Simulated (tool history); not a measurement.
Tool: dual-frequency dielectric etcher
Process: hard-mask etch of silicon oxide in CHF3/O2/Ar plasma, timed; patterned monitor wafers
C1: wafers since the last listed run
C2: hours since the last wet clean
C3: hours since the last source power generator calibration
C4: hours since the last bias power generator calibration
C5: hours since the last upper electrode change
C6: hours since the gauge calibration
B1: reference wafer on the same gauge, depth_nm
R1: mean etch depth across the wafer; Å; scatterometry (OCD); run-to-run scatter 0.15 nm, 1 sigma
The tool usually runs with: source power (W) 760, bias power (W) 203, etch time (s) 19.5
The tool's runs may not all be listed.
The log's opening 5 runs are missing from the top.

-- day=10.675 wet clean of the chamber
run 6 day=12.029 | source_power_(W)=760 bias_power_(W)=203 etch_time_(s)=19.5 | C1=485 C2=32.5 C3=2372.2 C4=1154.9 C5=2699.1 C6=1647.8 | B1=38.56 | R1=476.4
run 7 day=14.842 | source_power_(W)=760 bias_power_(W)=231 etch_time_(s)=19.5 | C1=739 C2=100 C3=2439.7 C4=1222.4 C5=2766.6 C6=1715.3 | B1=38.56 | R1=502.5
run 8 day=16.117 | source_power_(W)=570 bias_power_(W)=231 etch_time_(s)=22 | C1=335 C2=130.6 C3=2470.3 C4=1253 C5=2797.2 C6=1745.9 | B1=38.59 | R1=469.7
run 9 day=19.358 | source_power_(W)=760 bias_power_(W)=203 etch_time_(s)=25.5 | C1=852 C2=208.4 C3=2548.1 C4=1330.8 C5=2875 C6=1823.7 | B1=38.59 | R1=627.6
run 10 day=22.221 | source_power_(W)=760 bias_power_(W)=203 etch_time_(s)=19.5 | C1=752 C2=277.1 C3=2616.8 C4=1399.5 C5=2943.7 C6=1892.4 | B1=38.58 | R1=476.8
run 11 day=26.288 | source_power_(W)=820 bias_power_(W)=222 etch_time_(s)=23.5 | C1=1069 C2=374.7 C3=2714.4 C4=1497.1 C5=3041.3 C6=1990 | B1=38.62 | R1=624.4
run 12 day=28.379 | source_power_(W)=700 bias_power_(W)=203 etch_time_(s)=23 | C1=549 C2=424.9 C3=2764.6 C4=1547.3 C5=3091.5 C6=2040.2 | B1=38.59 | R1=532.7
run 13 day=29.525 | source_power_(W)=820 bias_power_(W)=176 etch_time_(s)=23 | C1=301 C2=452.4 C3=2792.1 C4=1574.8 C5=3119 C6=2067.7 | B1=38.62 | R1=554.4
run 14 day=31.746 | source_power_(W)=880 bias_power_(W)=203 etch_time_(s)=25 | C1=583 C2=505.7 C3=2845.4 C4=1628.1 C5=3172.3 C6=2121 | B1=38.54 | R1=665.9
-- day=33.408 wet clean of the chamber
run 15 day=34.112 | source_power_(W)=650 bias_power_(W)=247 etch_time_(s)=22 | C1=359 C2=16.9 C3=2902.2 C4=1684.9 C5=3229.1 C6=2177.8 | B1=38.56 | R1=527.9
-- day=35.258 source power generator calibrated
-- day=38.246 bias power generator calibrated
run 16 day=38.267 | source_power_(W)=760 bias_power_(W)=203 etch_time_(s)=19.5 | C1=1004 C2=116.6 C3=72.2 C4=0.5 C5=3328.8 C6=2277.5 | B1=38.59 | R1=477.7
run 17 day=42.792 | source_power_(W)=760 bias_power_(W)=203 etch_time_(s)=19.5 | C1=1189 C2=225.2 C3=180.8 C4=109.1 C5=3437.4 C6=2386.1 | B1=38.6 | R1=477.1
run 18 day=44.825 | source_power_(W)=900 bias_power_(W)=203 etch_time_(s)=21 | C1=534 C2=274 C3=229.6 C4=157.9 C5=3486.2 C6=2434.9 | B1=38.61 | R1=567.3
-- day=47.038 gauge calibrated
-- day=48.267 upper electrode replaced
run 19 day=48.288 | source_power_(W)=910 bias_power_(W)=179 etch_time_(s)=25 | C1=647 C2=357.1 C3=312.7 C4=241 C5=0.5 C6=30 | B1=38.54 | R1=644.7
run 20 day=49.788 | source_power_(W)=930 bias_power_(W)=229 etch_time_(s)=14 | C1=394 C2=393.1 C3=348.7 C4=277 C5=36.5 C6=66 | B1=38.6 | R1=403.9
run 21 day=52.688 | source_power_(W)=860 bias_power_(W)=163 etch_time_(s)=13.5 | C1=762 C2=462.7 C3=418.3 C4=346.6 C5=106.1 C6=135.6 | B1=38.52 | R1=323.5
-- day=54.658 wet clean of the chamber
run 22 day=55.529 | source_power_(W)=910 bias_power_(W)=179 etch_time_(s)=25 | C1=484 C2=20.9 C3=486.5 C4=414.8 C5=174.3 C6=203.8 | B1=38.57 | R1=644.5
run 23 day=57.354 | source_power_(W)=760 bias_power_(W)=203 etch_time_(s)=19.5 | C1=479 C2=64.7 C3=530.3 C4=458.6 C5=218.1 C6=247.6 | B1=38.64 | R1=477.9
run 24 day=59.246 | source_power_(W)=690 bias_power_(W)=203 etch_time_(s)=23 | C1=497 C2=110.1 C3=575.7 C4=504 C5=263.5 C6=293 | B1=38.58 | R1=529.3
run 25 day=64.817 | source_power_(W)=760 bias_power_(W)=203 etch_time_(s)=19.5 | C1=1464 C2=243.8 C3=709.4 C4=637.7 C5=397.2 C6=426.7 | B1=38.57 | R1=475.9
run 26 day=66.225 | source_power_(W)=630 bias_power_(W)=162 etch_time_(s)=14 | C1=370 C2=277.6 C3=743.2 C4=671.5 C5=431 C6=460.5 | B1=38.64 | R1=274.7
run 27 day=67.817 | source_power_(W)=760 bias_power_(W)=162 etch_time_(s)=19.5 | C1=418 C2=315.8 C3=781.4 C4=709.7 C5=469.2 C6=498.7 | B1=38.57 | R1=433.3
run 28 day=68.992 | source_power_(W)=760 bias_power_(W)=161 etch_time_(s)=14 | C1=308 C2=344 C3=809.6 C4=737.9 C5=497.4 C6=526.9 | B1=38.6 | R1=309.8
run 29 day=71.204 | source_power_(W)=660 bias_power_(W)=165 etch_time_(s)=19.5 | C1=581 C2=397.1 C3=862.7 C4=791 C5=550.5 C6=580 | B1=38.62 | R1=396.7
run 30 day=73.675 | source_power_(W)=700 bias_power_(W)=248 etch_time_(s)=19.5 | C1=649 C2=456.4 C3=922 C4=850.3 C5=609.8 C6=639.3 | B1=38.67 | R1=494.5

Forecast each of these 4 alternatives for the next run:
run A day=73.692 | source_power_(W)=760 bias_power_(W)=203 etch_time_(s)=19.5 | C1=4 C2=456.8 C3=922.4 C4=850.7 C5=610.2 C6=639.7 | B1=? | R1=?
run B day=73.692 | source_power_(W)=900 bias_power_(W)=203 etch_time_(s)=19.5 | C1=4 C2=456.8 C3=922.4 C4=850.7 C5=610.2 C6=639.7 | B1=? | R1=?
run C day=73.692 | source_power_(W)=810 bias_power_(W)=226 etch_time_(s)=21.5 | C1=4 C2=456.8 C3=922.4 C4=850.7 C5=610.2 C6=639.7 | B1=? | R1=?
run D day=73.692 | source_power_(W)=840 bias_power_(W)=252 etch_time_(s)=17 | C1=4 C2=456.8 C3=922.4 C4=850.7 C5=610.2 C6=639.7 | B1=? | R1=?

run=A B1=38.61 R1=475.9
run=B B1=38.61 R1=525.3
run=C B1=38.61 R1=570.4
run=D B1=38.61 R1=482.3
Take away the tool's hidden state, keep each run's random variation, and the runs would have read:
run=A R1=475.9
run=B R1=525.3
run=C R1=570.4
run=D R1=482.3

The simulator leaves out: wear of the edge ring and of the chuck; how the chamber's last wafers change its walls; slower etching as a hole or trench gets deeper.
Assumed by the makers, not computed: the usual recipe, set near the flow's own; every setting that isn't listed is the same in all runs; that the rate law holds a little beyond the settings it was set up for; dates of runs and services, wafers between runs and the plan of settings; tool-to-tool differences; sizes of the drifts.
